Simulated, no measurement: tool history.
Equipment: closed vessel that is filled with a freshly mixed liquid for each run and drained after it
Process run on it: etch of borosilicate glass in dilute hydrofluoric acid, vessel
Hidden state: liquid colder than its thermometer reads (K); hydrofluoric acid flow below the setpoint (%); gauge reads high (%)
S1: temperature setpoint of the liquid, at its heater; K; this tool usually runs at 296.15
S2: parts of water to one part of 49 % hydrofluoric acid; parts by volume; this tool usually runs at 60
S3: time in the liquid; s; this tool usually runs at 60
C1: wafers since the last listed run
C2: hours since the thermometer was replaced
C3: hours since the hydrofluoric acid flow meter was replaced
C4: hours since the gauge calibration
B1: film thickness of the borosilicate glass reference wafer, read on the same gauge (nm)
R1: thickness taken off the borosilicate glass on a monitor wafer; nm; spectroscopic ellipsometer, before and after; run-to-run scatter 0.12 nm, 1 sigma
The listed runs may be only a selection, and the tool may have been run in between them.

run	hour	S1	S2	S3	C1	C2	C3	C4	B1	R1
1	0.0	296.15	60	60	0	1182.8	1434.0	59.7	120.00	26.18
2	15.9	296.15	60	60	1174	1198.7	1449.9	75.6	120.01	26.30
3	38.5	296.15	60	85	1669	1221.3	1472.5	98.2	120.00	37.30
4	60.0	292.65	60	35	1588	1242.8	1494.0	119.7	120.02	13.13
5	89.1	292.65	60	35	2150	1271.9	1523.1	148.8	120.01	13.10
6	117.9	296.15	60	75	2128	1300.7	1551.9	177.6	119.99	32.47
7	132.0	296.15	60	75	1041	1314.8	1566.0	191.7	119.99	32.50
8	147.7	296.15	60	60	1160	1330.5	1581.7	207.4	119.99	26.02
# hour 178.0: thermometer replaced
9	207.6	299.15	60	40	4352	29.6	1641.6	267.3	120.01	19.41
10	231.5	296.15	60	75	1765	53.5	1665.5	291.2	119.99	32.26
# hour 247.9: gauge calibrated
11	263.0	296.15	60	60	2327	85.0	1697.0	15.1	120.01	25.76
12	285.5	300.15	60	40	1662	107.5	1719.5	37.6	120.00	20.21
13	318.6	298.15	60	60	2445	140.6	1752.6	70.7	120.02	27.72
# hour 341.8: hydrofluoric acid flow meter replaced
14	351.4	298.65	80	90	2349	173.4	9.6	103.5	120.00	35.35
15	382.2	296.15	60	60	2275	204.2	40.4	134.3	120.00	29.26
16	406.1	299.65	60	60	1765	228.1	64.3	158.2	119.98	33.63
17	438.0	291.15	40	60	2357	260.0	96.2	190.1	120.01	36.11

Some steps in R1 between neighbouring runs. How much of each would the tool show without its hidden state too (settings, what came in, random variation), and how much is left for the hidden state, with any gauge scatter that isn't in both results?
Run 3 -> 4: S1 296.15 -> 292.65, S3 85 -> 35. R1 -24.17 nm: hidden state +3.24, all else -27.41.
Run 13 -> 14: S1 298.15 -> 298.65, S2 60 -> 80, S3 60 -> 90, hydrofluoric acid flow meter replaced. R1 +7.63 nm: hidden state +3.86, all else +3.77.
